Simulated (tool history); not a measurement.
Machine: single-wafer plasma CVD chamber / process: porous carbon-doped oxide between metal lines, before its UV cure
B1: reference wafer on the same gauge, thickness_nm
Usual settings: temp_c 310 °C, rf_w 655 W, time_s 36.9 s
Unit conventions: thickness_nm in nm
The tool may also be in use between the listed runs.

{"run": 1, "day": 0.0, "temp_c": 310, "rf_w": 655, "time_s": 36.9, "B1": 202.105, "thickness_nm": 234.043}
{"run": 2, "day": 0.95, "temp_c": 310, "rf_w": 655, "time_s": 36.9, "B1": 201.946, "thickness_nm": 235.378}
{"run": 3, "day": 4.738, "temp_c": 310, "rf_w": 655, "time_s": 36.9, "B1": 201.998, "thickness_nm": 236.534}
{"run": 4, "day": 5.446, "temp_c": 310, "rf_w": 655, "time_s": 36.9, "B1": 202.054, "thickness_nm": 233.898}
{"run": 5, "day": 6.162, "temp_c": 310, "rf_w": 655, "time_s": 36.9, "B1": 201.948, "thickness_nm": 232.452}
{"run": 6, "day": 7.442, "temp_c": 310, "rf_w": 655, "time_s": 36.9, "B1": 201.656, "thickness_nm": 234.415}
{"run": 7, "day": 8.65, "temp_c": 310, "rf_w": 655, "time_s": 39.2, "B1": 202.032, "thickness_nm": 246.809}
{"run": 8, "day": 9.538, "temp_c": 310, "rf_w": 655, "time_s": 39.2, "B1": 201.954, "thickness_nm": 249.4}
{"run": 9, "day": 10.046, "temp_c": 310, "rf_w": 655, "time_s": 36.9, "B1": 201.911, "thickness_nm": 232.216}
{"run": 10, "day": 11.538, "temp_c": 310, "rf_w": 655, "time_s": 36.9, "B1": 201.954, "thickness_nm": 232.883}
{"run": 11, "day": 12.371, "temp_c": 310, "rf_w": 655, "time_s": 36.9, "B1": 202.038, "thickness_nm": 234.17}
{"day": 13.412, "done": "RF generator calibrated"}
{"run": 12, "day": 13.433, "temp_c": 310, "rf_w": 655, "time_s": 39.9, "B1": 201.939, "thickness_nm": 251.807}
{"run": 13, "day": 14.062, "temp_c": 310, "rf_w": 655, "time_s": 36.9, "B1": 201.882, "thickness_nm": 233.202}
{"day": 17.742, "done": "thermocouple changed; heater temperature recalibrated"}
{"day": 17.904, "done": "gauge calibrated"}
{"run": 14, "day": 18.038, "temp_c": 310, "rf_w": 655, "time_s": 36.9, "B1": 201.989, "thickness_nm": 238.606}
{"run": 15, "day": 19.104, "temp_c": 310, "rf_w": 655, "time_s": 36.9, "B1": 202.074, "thickness_nm": 239.764}
{"run": 16, "day": 19.712, "temp_c": 307, "rf_w": 655, "time_s": 36.9, "B1": 201.975, "thickness_nm": 243.976}
{"run": 17, "day": 21.092, "temp_c": 310, "rf_w": 655, "time_s": 36.9, "B1": 202.092, "thickness_nm": 238.102}
{"run": 18, "day": 22.496, "temp_c": 319, "rf_w": 655, "time_s": 36.9, "B1": 202.216, "thickness_nm": 225.028}
{"run": 19, "day": 23.992, "temp_c": 296, "rf_w": 590, "time_s": 42.2, "B1": 201.902, "thickness_nm": 278.949}
{"run": 20, "day": 24.812, "temp_c": 310, "rf_w": 535, "time_s": 36.9, "B1": 202.063, "thickness_nm": 208.739}
{"day": 25.617, "done": "showerhead replaced"}
{"run": 21, "day": 25.812, "temp_c": 310, "rf_w": 655, "time_s": 36.9, "B1": 201.843, "thickness_nm": 239.342}
{"run": 22, "day": 26.562, "temp_c": 300, "rf_w": 730, "time_s": 40.3, "B1": 201.947, "thickness_nm": 295.669}
{"run": 23, "day": 27.975, "temp_c": 310, "rf_w": 655, "time_s": 36.9, "B1": 202.024, "thickness_nm": 235.879}
{"run": 24, "day": 28.896, "temp_c": 310, "rf_w": 655, "time_s": 36.9, "B1": 201.919, "thickness_nm": 235.739}
{"run": 25, "day": 30.112, "temp_c": 322, "rf_w": 655, "time_s": 36.9, "B1": 202.332, "thickness_nm": 219.818}
{"run": 26, "day": 30.817, "temp_c": 304, "rf_w": 610, "time_s": 43.4, "B1": 201.906, "thickness_nm": 274.959}
{"run": 27, "day": 31.775, "temp_c": 301, "rf_w": 655, "time_s": 34.2, "B1": 202.104, "thickness_nm": 235.1}
{"run": 28, "day": 32.525, "temp_c": 310, "rf_w": 655, "time_s": 36.9, "B1": 202.118, "thickness_nm": 235.19}
{"run": 29, "day": 33.704, "temp_c": 296, "rf_w": 620, "time_s": 41, "B1": 201.751, "thickness_nm": 273.197}
{"run": 30, "day": 34.8, "temp_c": 324, "rf_w": 765, "time_s": 31.6, "B1": 202.014, "thickness_nm": 207.013}
{"run": 31, "day": 35.892, "temp_c": 310, "rf_w": 780, "time_s": 33, "B1": 202.061, "thickness_nm": 238.46}
{"run": 32, "day": 36.654, "temp_c": 322, "rf_w": 720, "time_s": 31.5, "B1": 201.911, "thickness_nm": 200.447}
{"run": 33, "day": 37.662, "temp_c": 324, "rf_w": 735, "time_s": 42.4, "B1": 201.801, "thickness_nm": 266.528}
{"run": 34, "day": 38.762, "temp_c": 310, "rf_w": 655, "time_s": 42.5, "B1": 202.182, "thickness_nm": 268.152}

4 ways to go on from here, each from the tool as it stands after run 34. What would each give?
{"run": "A", "day": 38.779, "temp_c": 310, "rf_w": 655, "time_s": 36.9, "B1": "?", "thickness_nm": "?"}
{"run": "B", "day": 38.779, "temp_c": 300, "rf_w": 655, "time_s": 41.1, "B1": "?", "thickness_nm": "?"}
{"run": "C", "day": 38.779, "temp_c": 310, "rf_w": 525, "time_s": 36.9, "B1": "?", "thickness_nm": "?"}
{"run": "D", "day": 38.779, "temp_c": 310, "rf_w": 545, "time_s": 41.3, "B1": "?", "thickness_nm": "?"}

run=A B1=202.083 thickness_nm=233.975
run=B B1=202.083 thickness_nm=276.359
run=C B1=202.083 thickness_nm=201.118
run=D B1=202.083 thickness_nm=230.395
Without the tool's hidden state the same runs would have given:
run=A thickness_nm=240.052
run=B thickness_nm=284.091
run=C thickness_nm=206.342
run=D thickness_nm=236.379

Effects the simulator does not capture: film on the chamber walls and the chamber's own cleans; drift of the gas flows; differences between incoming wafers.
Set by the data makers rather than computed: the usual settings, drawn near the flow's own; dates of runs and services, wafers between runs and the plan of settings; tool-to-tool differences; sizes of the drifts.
